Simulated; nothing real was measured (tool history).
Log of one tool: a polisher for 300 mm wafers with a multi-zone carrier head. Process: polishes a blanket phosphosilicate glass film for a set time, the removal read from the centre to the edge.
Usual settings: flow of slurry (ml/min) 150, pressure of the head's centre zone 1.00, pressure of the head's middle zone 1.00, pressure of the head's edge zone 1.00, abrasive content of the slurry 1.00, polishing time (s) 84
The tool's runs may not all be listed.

| run | hour | flow of slurry (ml/min) | pressure of the head's centre zone | pressure of the head's middle zone | pressure of the head's edge zone | abrasive content of the slurry | polishing time (s) | wafers since the last listed run | wafers polished on this pad | hours since the slurry nozzle was cleaned | hours since the centre zone pressure was calibrated | hours since the edge zone pressure was calibrated | hours since the carrier head's membrane was replaced | incoming thickness of the incoming film, nm | film removed at the wafer's centre (nm) | film removed at mid-radius (nm) | film removed at the wafer's edge (nm) |
|---|---|---|---|---|---|---|---|---|---|---|---|---|---|---|---|---|---|
| 1 | 0.0 | 150 | 1.00 | 0.89 | 1.00 | 0.90 | 92 | 0 | 3053 | 376.8 | 142.9 | 686.4 | 1337.0 | 3305.8 | 989.7 | 863.9 | 968.7 |
| 2 | 41.5 | 195 | 1.00 | 1.00 | 1.00 | 1.00 | 96 | 375 | 3428 | 418.3 | 184.4 | 727.9 | 1378.5 | 3376.9 | 1146.9 | 1111.3 | 1066.1 |
|  | 66.0 | slurry nozzle cleaned |
| 3 | 71.7 | 130 | 1.00 | 1.04 | 1.00 | 1.00 | 84 | 264 | 3692 | 5.7 | 214.6 | 758.1 | 1408.7 | 3341.6 | 943.0 | 939.6 | 893.1 |
|  | 126.0 | carrier head's membrane replaced by a new one |
| 4 | 142.2 | 195 | 1.00 | 1.00 | 1.00 | 1.00 | 96 | 592 | 4285 | 76.2 | 285.1 | 828.6 | 16.2 | 3388.2 | 1095.7 | 1111.6 | 1080.4 |
|  | 192.6 | worn pad replaced by a new one |
| 5 | 204.8 | 150 | 1.00 | 1.00 | 1.12 | 1.00 | 96 | 530 | 110 | 138.8 | 347.7 | 891.2 | 78.8 | 3294.8 | 1187.9 | 1213.2 | 1223.9 |
|  | 260.8 | edge zone pressure recalibrated |
| 6 | 266.3 | 150 | 1.00 | 1.00 | 1.00 | 1.00 | 84 | 538 | 648 | 200.3 | 409.2 | 5.5 | 140.3 | 3380.6 | 1022.9 | 1013.8 | 1013.1 |
| 7 | 297.4 | 150 | 1.00 | 0.93 | 1.00 | 1.00 | 84 | 281 | 930 | 231.4 | 440.3 | 36.6 | 171.4 | 3391.7 | 1017.9 | 938.4 | 974.4 |
| 8 | 338.2 | 135 | 1.00 | 1.00 | 0.97 | 1.00 | 68 | 369 | 1299 | 272.2 | 481.1 | 77.4 | 212.2 | 3338.1 | 787.6 | 762.5 | 762.5 |
| 9 | 407.4 | 185 | 1.07 | 1.00 | 1.05 | 1.00 | 84 | 626 | 1925 | 341.4 | 550.3 | 146.6 | 281.4 | 3359.9 | 1086.2 | 992.5 | 967.4 |
| 10 | 432.5 | 150 | 1.00 | 0.90 | 1.09 | 1.25 | 84 | 227 | 2152 | 366.5 | 575.4 | 171.7 | 306.5 | 3388.6 | 1058.1 | 938.9 | 1050.5 |
|  | 444.6 | centre zone pressure recalibrated |
| 11 | 466.7 | 125 | 1.00 | 1.00 | 1.10 | 0.75 | 69 | 291 | 2444 | 400.7 | 22.1 | 205.9 | 340.7 | 3311.5 | 642.3 | 637.1 | 653.7 |
| 12 | 504.9 | 130 | 1.00 | 1.00 | 0.95 | 1.30 | 84 | 345 | 2789 | 438.9 | 60.3 | 244.1 | 378.9 | 3300.7 | 1031.6 | 1016.0 | 992.5 |
|  | 571.5 | slurry nozzle cleaned |
|  | 605.9 | worn pad replaced by a new one |
| 13 | 690.3 | 150 | 1.00 | 1.00 | 1.00 | 1.00 | 84 | 1632 | 763 | 118.8 | 245.7 | 429.5 | 564.3 | 3325.9 | 1027.7 | 1013.7 | 1004.6 |
| 14 | 725.7 | 110 | 0.93 | 1.00 | 0.96 | 0.85 | 84 | 320 | 1083 | 154.2 | 281.1 | 464.9 | 599.7 | 3285.7 | 826.3 | 840.3 | 846.0 |
| 15 | 773.2 | 150 | 1.00 | 1.00 | 1.00 | 1.00 | 76 | 429 | 1513 | 201.7 | 328.6 | 512.4 | 647.2 | 3330.7 | 906.3 | 868.9 | 867.9 |
| 16 | 807.8 | 150 | 1.00 | 1.00 | 1.00 | 1.00 | 84 | 313 | 1826 | 236.3 | 363.2 | 547.0 | 681.8 | 3382.7 | 993.6 | 965.2 | 951.1 |
| 17 | 848.0 | 125 | 0.89 | 1.00 | 1.08 | 1.00 | 95 | 363 | 2190 | 276.5 | 403.4 | 587.2 | 722.0 | 3399.1 | 978.7 | 1045.8 | 1067.3 |
| 18 | 895.4 | 150 | 1.00 | 1.00 | 1.00 | 1.00 | 84 | 428 | 2619 | 323.9 | 450.8 | 634.6 | 769.4 | 3343.4 | 996.3 | 937.0 | 931.8 |
| 19 | 1031.9 | 130 | 1.00 | 1.06 | 1.00 | 1.25 | 102 | 1235 | 3854 | 460.4 | 587.3 | 771.1 | 905.9 | 3340.0 | 1255.8 | 1275.7 | 1205.4 |
|  | 1053.0 | centre zone pressure recalibrated |
|  | 1068.2 | slurry nozzle cleaned |
| 20 | 1071.1 | 150 | 0.89 | 1.00 | 0.96 | 1.00 | 84 | 327 | 4182 | 2.9 | 18.1 | 810.3 | 945.1 | 3354.5 | 853.6 | 922.0 | 897.1 |
|  | 1101.3 | edge zone pressure recalibrated |
|  | 1106.0 | worn pad replaced by a new one |
| 21 | 1117.5 | 115 | 1.00 | 1.00 | 1.00 | 1.00 | 98 | 365 | 104 | 49.3 | 64.5 | 16.2 | 991.5 | 3348.2 | 1140.7 | 1125.7 | 1139.5 |

Measured less the same run without the tool's hidden state. The same run-to-run variation is in both; the gauge's scatter may not be:
The hidden state here: removal rate lost through wear of the pad, %; slurry flow missing at the pad, %; deviation of the centre zone's pressure from its setpoint, %; deviation of the edge zone's pressure from its setpoint, %.
| run | film removed at the wafer's centre (nm) | film removed at mid-radius (nm) | film removed at the wafer's edge (nm) |
|---|---|---|---|
| 1 | -154.7 | -134.9 | -151.3 |
| 2 | -185.3 | -179.5 | -172.3 |
| 3 | -155.3 | -154.7 | -147.1 |
| 4 | -186.3 | -189.0 | -183.7 |
| 5 | -24.1 | -24.7 | -24.9 |
| 6 | -69.7 | -69.2 | -69.2 |
| 7 | -88.9 | -82.1 | -85.2 |
| 8 | -85.3 | -82.5 | -82.5 |
| 9 | -146.0 | -133.3 | -130.0 |
| 10 | -149.7 | -132.9 | -148.8 |
| 11 | -96.3 | -95.4 | -97.9 |
| 12 | -162.2 | -159.7 | -156.1 |
| 13 | -66.8 | -65.8 | -65.3 |
| 14 | -70.2 | -71.4 | -72.0 |
| 15 | -96.6 | -92.5 | -92.4 |
| 16 | -118.2 | -114.9 | -113.1 |
| 17 | -127.9 | -136.6 | -139.4 |
| 18 | -140.7 | -132.4 | -131.6 |
| 19 | -200.2 | -203.3 | -192.2 |
| 20 | -138.6 | -149.7 | -145.6 |
| 21 | -57.2 | -56.5 | -57.1 |
